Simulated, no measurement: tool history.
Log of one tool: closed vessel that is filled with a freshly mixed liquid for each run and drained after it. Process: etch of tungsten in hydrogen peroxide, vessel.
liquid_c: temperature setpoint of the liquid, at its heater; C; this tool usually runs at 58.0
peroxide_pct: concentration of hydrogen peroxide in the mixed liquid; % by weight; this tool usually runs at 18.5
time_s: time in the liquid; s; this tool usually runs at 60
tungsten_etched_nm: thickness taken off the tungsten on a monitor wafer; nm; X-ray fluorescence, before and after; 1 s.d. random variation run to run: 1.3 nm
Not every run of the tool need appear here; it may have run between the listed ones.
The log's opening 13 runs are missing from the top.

run    hour  liquid_c  peroxide_pct  time_s  wafers since the last listed run  hours since the thermometer was replaced  hours since the peroxide flow meter was replaced  hours since the drum of peroxide was connected  hours since the gauge calibration  read-back film thickness of the tungsten reference wafer, read on the same gauge (nm)  tungsten_etched_nm
 14   578.0      58.0          18.5      60                              5009                                     201.4                                            1288.1                                           578.5                             1531.5                                                                                 150.03              251.36
 15   765.4      52.5          18.5      80                             17226                                     388.8                                            1475.5                                           765.9                             1718.9                                                                                 150.02              241.74
 16   822.8      62.0          15.0      40                              5276                                     446.2                                            1532.9                                           823.3                             1776.3                                                                                 150.03              190.03
      847.8  -- peroxide flow meter replaced
      874.3  -- gauge calibrated
 17   882.4      54.0          18.5      60                              5386                                     505.8                                              34.6                                           882.9                                8.1                                                                                 150.01              198.50
 18   911.8      58.0          18.5      60                              2702                                     535.2                                              64.0                                           912.3                               37.5                                                                                 149.99              252.07
 19   943.9      58.0          16.5      60                              2950                                     567.3                                              96.1                                           944.4                               69.6                                                                                 150.00              237.79
      993.7  -- new drum of peroxide connected
 20  1011.9      50.5          23.5      30                              6158                                     635.3                                             164.1                                            18.2                              137.6                                                                                 150.02               91.00
 21  1076.8      58.0          18.5      60                              5965                                     700.2                                             229.0                                            83.1                              202.5                                                                                 150.02              249.13
 22  1103.1      58.0          18.5      60                              2417                                     726.5                                             255.3                                           109.4                              228.8                                                                                 149.98              249.43
 23  1152.7      50.0          18.5      60                              4559                                     776.1                                             304.9                                           159.0                              278.4                                                                                 149.98              154.04
 24  1231.1      66.0          14.0      60                              7206                                     854.5                                             383.3                                           237.4                              356.8                                                                                 150.01              344.70
 25  1290.2      58.0          18.5      30                              5432                                     913.6                                             442.4                                           296.5                              415.9                                                                                 149.99              125.12
 26  1319.0      66.0          18.5      60                              2647                                     942.4                                             471.2                                           325.3                              444.7                                                                                 150.02              390.73
 27  1366.8      58.0          18.5      60                              4393                                     990.2                                             519.0                                           373.1                              492.5                                                                                 150.01              245.63
     1369.2  -- thermometer replaced
 28  1398.3      58.0          21.0      60                              2803                                      29.1                                             550.5                                           404.6                              524.0                                                                                 150.03              272.07
 29  1445.8      66.0          18.5      75                              4366                                      76.6                                             598.0                                           452.1                              571.5                                                                                 150.00              505.45
 30  1478.2      58.0          18.5      60                              2978                                     109.0                                             630.4                                           484.5                              603.9                                                                                 150.01              256.59
 31  1520.5      50.0          21.0      30                              3888                                     151.3                                             672.7                                           526.8                              646.2                                                                                 150.01               83.59

3 ways to go on from here, each from the tool as it stands after run 31. What would each give?
  A  1521.2      64.5          18.5      60                                64                                     152.0                                             673.4                                           527.5                              646.9                                                                                      ?                   ?
  B  1521.2      58.0          18.5      35                                64                                     152.0                                             673.4                                           527.5                              646.9                                                                                      ?                   ?
  C  1521.2      52.5          22.0      40                                64                                     152.0                                             673.4                                           527.5                              646.9                                                                                      ?                   ?

run  read-back film thickness of the tungsten reference wafer, read on the same gauge (nm)  tungsten_etched_nm
  A                                                                                 150.00              368.59
  B                                                                                 150.00              148.33
  C                                                                                 150.00              133.47
The same runs, with their run-to-run variation unchanged, on a tool lacking any hidden condition would have given:
run  tungsten_etched_nm
  A              370.87
  B              149.28
  C              134.35
